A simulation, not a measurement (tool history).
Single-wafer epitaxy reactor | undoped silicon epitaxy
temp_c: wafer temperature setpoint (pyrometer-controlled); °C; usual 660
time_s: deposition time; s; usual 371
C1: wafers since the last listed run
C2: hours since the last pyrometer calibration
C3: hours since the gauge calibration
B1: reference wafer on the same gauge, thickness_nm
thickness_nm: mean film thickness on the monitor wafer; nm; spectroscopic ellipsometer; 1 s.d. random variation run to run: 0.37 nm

run 1 hour=0.0 | temp_c=660 time_s=371 | C1=0 C2=2609.2 C3=684.4 | B1=84.804 | thickness_nm=69.806
run 2 hour=30.5 | temp_c=660 time_s=426 | C1=103 C2=2639.7 C3=714.9 | B1=84.660 | thickness_nm=79.571
run 3 hour=60.6 | temp_c=660 time_s=426 | C1=101 C2=2669.8 C3=745.0 | B1=84.979 | thickness_nm=79.352
run 4 hour=74.5 | temp_c=660 time_s=371 | C1=47 C2=2683.7 C3=758.9 | B1=84.966 | thickness_nm=69.204
run 5 hour=97.6 | temp_c=660 time_s=371 | C1=78 C2=2706.8 C3=782.0 | B1=84.915 | thickness_nm=69.491
run 6 hour=129.4 | temp_c=660 time_s=371 | C1=107 C2=2738.6 C3=813.8 | B1=84.988 | thickness_nm=69.563
run 7 hour=152.8 | temp_c=648 time_s=371 | C1=79 C2=2762.0 C3=837.2 | B1=84.896 | thickness_nm=54.820
run 8 hour=246.7 | temp_c=657 time_s=411 | C1=317 C2=2855.9 C3=931.1 | B1=85.048 | thickness_nm=72.315
run 9 hour=298.7 | temp_c=657 time_s=411 | C1=175 C2=2907.9 C3=983.1 | B1=84.774 | thickness_nm=71.509
run 10 hour=325.0 | temp_c=657 time_s=411 | C1=88 C2=2934.2 C3=1009.4 | B1=84.830 | thickness_nm=71.219
-- hour=345.8 pyrometer calibrated
run 11 hour=358.4 | temp_c=660 time_s=355 | C1=85 C2=12.6 C3=1042.8 | B1=84.593 | thickness_nm=72.376
run 12 hour=389.8 | temp_c=660 time_s=371 | C1=106 C2=44.0 C3=1074.2 | B1=84.871 | thickness_nm=74.333
run 13 hour=404.5 | temp_c=660 time_s=325 | C1=49 C2=58.7 C3=1088.9 | B1=84.687 | thickness_nm=65.127
run 14 hour=421.7 | temp_c=660 time_s=325 | C1=58 C2=75.9 C3=1106.1 | B1=84.734 | thickness_nm=65.768
run 15 hour=445.3 | temp_c=660 time_s=371 | C1=79 C2=99.5 C3=1129.7 | B1=84.932 | thickness_nm=75.006
run 16 hour=462.6 | temp_c=660 time_s=371 | C1=58 C2=116.8 C3=1147.0 | B1=84.911 | thickness_nm=74.869
run 17 hour=480.2 | temp_c=660 time_s=333 | C1=59 C2=134.4 C3=1164.6 | B1=84.865 | thickness_nm=67.384
run 18 hour=507.2 | temp_c=660 time_s=333 | C1=91 C2=161.4 C3=1191.6 | B1=84.861 | thickness_nm=66.839
run 19 hour=543.0 | temp_c=655 time_s=371 | C1=121 C2=197.2 C3=1227.4 | B1=84.844 | thickness_nm=68.660
run 20 hour=573.7 | temp_c=660 time_s=371 | C1=103 C2=227.9 C3=1258.1 | B1=84.907 | thickness_nm=75.070
run 21 hour=592.2 | temp_c=668 time_s=424 | C1=62 C2=246.4 C3=1276.6 | B1=84.851 | thickness_nm=99.390
run 22 hour=625.7 | temp_c=657 time_s=411 | C1=113 C2=279.9 C3=1310.1 | B1=84.769 | thickness_nm=79.260
run 23 hour=637.8 | temp_c=660 time_s=371 | C1=40 C2=292.0 C3=1322.2 | B1=84.994 | thickness_nm=74.908
run 24 hour=665.2 | temp_c=672 time_s=371 | C1=92 C2=319.4 C3=1349.6 | B1=84.826 | thickness_nm=93.615
run 25 hour=695.2 | temp_c=660 time_s=297 | C1=101 C2=349.4 C3=1379.6 | B1=84.806 | thickness_nm=59.602
-- hour=709.4 gauge calibrated
run 26 hour=728.1 | temp_c=664 time_s=304 | C1=111 C2=382.3 C3=18.7 | B1=84.907 | thickness_nm=66.597
run 27 hour=740.2 | temp_c=671 time_s=400 | C1=40 C2=394.4 C3=30.8 | B1=84.894 | thickness_nm=98.853

Run 28, settings as shown, results not yet in. Your forecast:
run 28 hour=765.3 | temp_c=664 time_s=390 | C1=84 C2=419.5 C3=55.9 | B1=? | thickness_nm=?

{"run 28": {"B1": 84.666, "thickness_nm": 84.728}}
Were there no unlogged condition in the tool, this run, its random variation unchanged, would have produced thickness_nm 84.926 nm.
